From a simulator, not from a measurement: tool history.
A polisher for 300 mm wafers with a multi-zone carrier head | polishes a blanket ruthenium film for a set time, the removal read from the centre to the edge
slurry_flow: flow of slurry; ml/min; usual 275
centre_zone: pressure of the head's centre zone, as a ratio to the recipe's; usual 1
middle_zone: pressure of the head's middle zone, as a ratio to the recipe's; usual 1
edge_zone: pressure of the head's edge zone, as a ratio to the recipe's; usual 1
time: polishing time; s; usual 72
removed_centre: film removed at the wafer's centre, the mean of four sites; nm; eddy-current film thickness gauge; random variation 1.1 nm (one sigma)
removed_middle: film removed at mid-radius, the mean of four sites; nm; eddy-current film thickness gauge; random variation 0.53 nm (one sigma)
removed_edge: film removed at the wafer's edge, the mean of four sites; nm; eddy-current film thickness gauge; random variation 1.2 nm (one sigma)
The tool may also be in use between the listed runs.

run,hour,slurry_flow,centre_zone,middle_zone,edge_zone,time,"incoming thickness of the incoming film, nm",removed_centre,removed_middle,removed_edge
1,0,275,1,1,1,72,616.4,78.5,77.3,75.9
2,8.5,275,1,1,1,72,596.8,79.6,77.4,74.8
3,19.2,275,1,1,1,72,613.4,77.3,76.2,76.4
4,26.5,275,1,1,1,72,607.3,77.4,76.3,74.6
5,38.5,275,0.96,1,1,72,620.5,74.5,75.7,73.1
6,45.6,275,0.96,1,1,72,612.5,72.7,75.7,74.7
7,53.2,230,1,1,1,72,605.3,75.5,73.8,74.9
# hour 59.9: centre zone pressure recalibrated
8,65.6,275,1,1,1,72,621.5,75.5,75.4,74.3
# hour 73.1: slurry nozzle cleaned
9,79.9,350,1,1,0.91,64,617.7,69.1,68.3,61.9
# hour 88.2: worn pad replaced by a new one
10,90.9,275,1,1,1,72,609.4,85.9,84.7,84.2
11,97.4,300,1,1,1.06,72,603.7,85.9,85.1,82.9
12,114.6,225,1,1.08,1,72,604,81.1,84,78.4
# hour 134.8: carrier head's membrane replaced by a new one
13,135.3,275,1,0.89,1,94,617.2,104.4,95.1,100.3
14,147,275,1,1,1.08,72,607.9,79.8,78.1,78.1
# hour 151.4: edge zone pressure recalibrated
15,163.6,275,1,1,1,72,619,79.6,76.7,75.6
16,176.1,275,0.9,1,1,80,611.9,79.3,85.8,82.6
17,190.2,275,1,1,1,72,602.8,78.1,75.9,73.6

What the log doesn't show, run by run:
slurry flow missing at the pad, %: 0 in every run
deviation of the centre zone's pressure from its setpoint, %: 0 in every run
deviation of the edge zone's pressure from its setpoint, %: 0 in every run
H1: removal rate lost through wear of the pad, %
run,H1
1,10.8
2,11.4
3,12
4,12.4
5,12.9
6,13.2
7,13.4
8,13.7
9,14
10,2.27
11,3.56
12,6.36
13,8.78
14,9.8
15,10.9
16,11.6
17,12.2

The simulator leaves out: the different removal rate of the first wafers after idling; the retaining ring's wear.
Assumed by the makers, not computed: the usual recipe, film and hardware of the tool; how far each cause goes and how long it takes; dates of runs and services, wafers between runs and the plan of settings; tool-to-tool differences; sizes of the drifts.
